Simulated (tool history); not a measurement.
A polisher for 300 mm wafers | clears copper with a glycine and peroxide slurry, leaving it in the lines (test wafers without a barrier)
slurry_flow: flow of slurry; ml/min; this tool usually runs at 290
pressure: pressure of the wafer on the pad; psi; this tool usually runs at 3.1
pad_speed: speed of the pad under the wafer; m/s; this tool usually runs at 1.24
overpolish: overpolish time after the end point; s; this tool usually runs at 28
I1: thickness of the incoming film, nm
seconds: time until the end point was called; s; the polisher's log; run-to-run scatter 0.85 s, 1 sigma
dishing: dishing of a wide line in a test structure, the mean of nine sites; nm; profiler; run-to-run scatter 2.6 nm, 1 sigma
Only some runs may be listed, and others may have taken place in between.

{"run": 1, "hour": 0.0, "slurry_flow": 290, "pressure": 3.1, "pad_speed": 1.24, "overpolish": 28, "I1": 484.6, "seconds": 72.3, "dishing": 99.6}
{"hour": 33.9, "done": "worn pad replaced by a new one"}
{"run": 2, "hour": 73.7, "slurry_flow": 290, "pressure": 3.1, "pad_speed": 1.24, "overpolish": 28, "I1": 489.8, "seconds": 70.4, "dishing": 98.1}
{"hour": 137.2, "done": "head pressure recalibrated"}
{"run": 3, "hour": 158.4, "slurry_flow": 290, "pressure": 3.1, "pad_speed": 1.24, "overpolish": 28, "I1": 490.7, "seconds": 66, "dishing": 105.6}
{"run": 4, "hour": 257.4, "slurry_flow": 290, "pressure": 3.1, "pad_speed": 1.24, "overpolish": 28, "I1": 497.1, "seconds": 67.2, "dishing": 107.3}
{"run": 5, "hour": 355.7, "slurry_flow": 290, "pressure": 3.1, "pad_speed": 1.24, "overpolish": 28, "I1": 500.4, "seconds": 68.1, "dishing": 110.4}
{"hour": 374.2, "done": "slurry nozzle cleaned"}
{"run": 6, "hour": 460.2, "slurry_flow": 290, "pressure": 3.1, "pad_speed": 1.24, "overpolish": 28, "I1": 484.4, "seconds": 66.4, "dishing": 110.9}
{"hour": 538.5, "done": "worn pad replaced by a new one"}
{"run": 7, "hour": 567.0, "slurry_flow": 290, "pressure": 3.1, "pad_speed": 1.24, "overpolish": 28, "I1": 489.3, "seconds": 66.2, "dishing": 105.9}
{"run": 8, "hour": 674.3, "slurry_flow": 290, "pressure": 3.1, "pad_speed": 1.24, "overpolish": 28, "I1": 487.9, "seconds": 66.9, "dishing": 110.3}
{"run": 9, "hour": 756.3, "slurry_flow": 290, "pressure": 3.1, "pad_speed": 1.24, "overpolish": 28, "I1": 497.2, "seconds": 66.2, "dishing": 105}
{"run": 10, "hour": 835.5, "slurry_flow": 290, "pressure": 3.1, "pad_speed": 1.24, "overpolish": 28, "I1": 494.8, "seconds": 70.3, "dishing": 106.3}
{"hour": 879.1, "done": "slurry nozzle cleaned"}
{"run": 11, "hour": 921.1, "slurry_flow": 290, "pressure": 3.1, "pad_speed": 1.24, "overpolish": 28, "I1": 494.4, "seconds": 68.8, "dishing": 109.8}
{"hour": 930.2, "done": "worn pad replaced by a new one, of another model than before"}
{"run": 12, "hour": 969.8, "slurry_flow": 290, "pressure": 3.1, "pad_speed": 1.24, "overpolish": 28, "I1": 488.2, "seconds": 66.9, "dishing": 104.1}
{"run": 13, "hour": 1037.4, "slurry_flow": 290, "pressure": 3.1, "pad_speed": 1.24, "overpolish": 28, "I1": 492.5, "seconds": 69.8, "dishing": 105.2}
{"run": 14, "hour": 1122.6, "slurry_flow": 290, "pressure": 3.1, "pad_speed": 0.94, "overpolish": 28, "I1": 492.2, "seconds": 76.1, "dishing": 100.4}
{"run": 15, "hour": 1193.5, "slurry_flow": 290, "pressure": 3.1, "pad_speed": 1.54, "overpolish": 21, "I1": 492.2, "seconds": 63.3, "dishing": 91.4}
{"run": 16, "hour": 1244.6, "slurry_flow": 290, "pressure": 4, "pad_speed": 1.24, "overpolish": 12, "I1": 483, "seconds": 56.7, "dishing": 64.4}
{"run": 17, "hour": 1330.6, "slurry_flow": 200, "pressure": 3.1, "pad_speed": 1.24, "overpolish": 33, "I1": 491.8, "seconds": 77, "dishing": 102.6}
{"hour": 1364.5, "done": "slurry nozzle cleaned"}
{"hour": 1395.8, "done": "worn pad replaced by a new one"}
{"run": 18, "hour": 1416.2, "slurry_flow": 290, "pressure": 3.1, "pad_speed": 1.54, "overpolish": 21, "I1": 489.8, "seconds": 62.3, "dishing": 91.4}
{"run": 19, "hour": 1502.8, "slurry_flow": 205, "pressure": 4.2, "pad_speed": 1.44, "overpolish": 28, "I1": 488.8, "seconds": 59.5, "dishing": 111.4}
{"run": 20, "hour": 1609.3, "slurry_flow": 190, "pressure": 4.1, "pad_speed": 1.64, "overpolish": 33, "I1": 480.1, "seconds": 60.2, "dishing": 123.2}
{"hour": 1680.9, "done": "head pressure recalibrated"}
{"run": 21, "hour": 1687.7, "slurry_flow": 290, "pressure": 3.1, "pad_speed": 1.24, "overpolish": 28, "I1": 487.7, "seconds": 64.5, "dishing": 108.4}
{"hour": 1777.3, "done": "worn pad replaced by a new one"}
{"run": 22, "hour": 1925.3, "slurry_flow": 290, "pressure": 3.1, "pad_speed": 1.24, "overpolish": 28, "I1": 497.1, "seconds": 67, "dishing": 112.4}
{"hour": 1976.5, "done": "slurry nozzle cleaned"}
{"run": 23, "hour": 2010.7, "slurry_flow": 290, "pressure": 3.1, "pad_speed": 1.24, "overpolish": 28, "I1": 487.5, "seconds": 65.7, "dishing": 111.8}
{"run": 24, "hour": 2070.5, "slurry_flow": 290, "pressure": 3.7, "pad_speed": 0.82, "overpolish": 22, "I1": 491.3, "seconds": 69.1, "dishing": 93.5}
{"run": 25, "hour": 2154.4, "slurry_flow": 290, "pressure": 3.1, "pad_speed": 1.24, "overpolish": 28, "I1": 485.9, "seconds": 65.5, "dishing": 104.8}
{"hour": 2173.9, "done": "worn pad replaced by a new one"}
{"run": 26, "hour": 2232.6, "slurry_flow": 225, "pressure": 4.1, "pad_speed": 1.38, "overpolish": 45, "I1": 493.5, "seconds": 56.2, "dishing": 152.6}

Here are 5 independent what-if runs from the current tool condition. What would each one return?
{"run": "A", "hour": 2233.1, "slurry_flow": 290, "pressure": 3.1, "pad_speed": 1.24, "overpolish": 34, "I1": 494.1, "seconds": "?", "dishing": "?"}
{"run": "B", "hour": 2233.1, "slurry_flow": 375, "pressure": 3.8, "pad_speed": 1.24, "overpolish": 44, "I1": 494.1, "seconds": "?", "dishing": "?"}
{"run": "C", "hour": 2233.1, "slurry_flow": 360, "pressure": 2.3, "pad_speed": 1.24, "overpolish": 28, "I1": 494.1, "seconds": "?", "dishing": "?"}
{"run": "D", "hour": 2233.1, "slurry_flow": 290, "pressure": 3.1, "pad_speed": 1.24, "overpolish": 35, "I1": 494.1, "seconds": "?", "dishing": "?"}
{"run": "E", "hour": 2233.1, "slurry_flow": 290, "pressure": 3.8, "pad_speed": 1.12, "overpolish": 23, "I1": 494.1, "seconds": "?", "dishing": "?"}

run=A seconds=65 dishing=124.7
run=B seconds=55.5 dishing=154.7
run=C seconds=74.9 dishing=100.1
run=D seconds=65 dishing=126.7
run=E seconds=59.8 dishing=105.6
Without the tool's unlogged condition, the same runs would have read:
run=A seconds=64.1 dishing=125.9
run=B seconds=54.7 dishing=155.9
run=C seconds=73.9 dishing=101.1
run=D seconds=64.1 dishing=127.8
run=E seconds=59 dishing=106.7

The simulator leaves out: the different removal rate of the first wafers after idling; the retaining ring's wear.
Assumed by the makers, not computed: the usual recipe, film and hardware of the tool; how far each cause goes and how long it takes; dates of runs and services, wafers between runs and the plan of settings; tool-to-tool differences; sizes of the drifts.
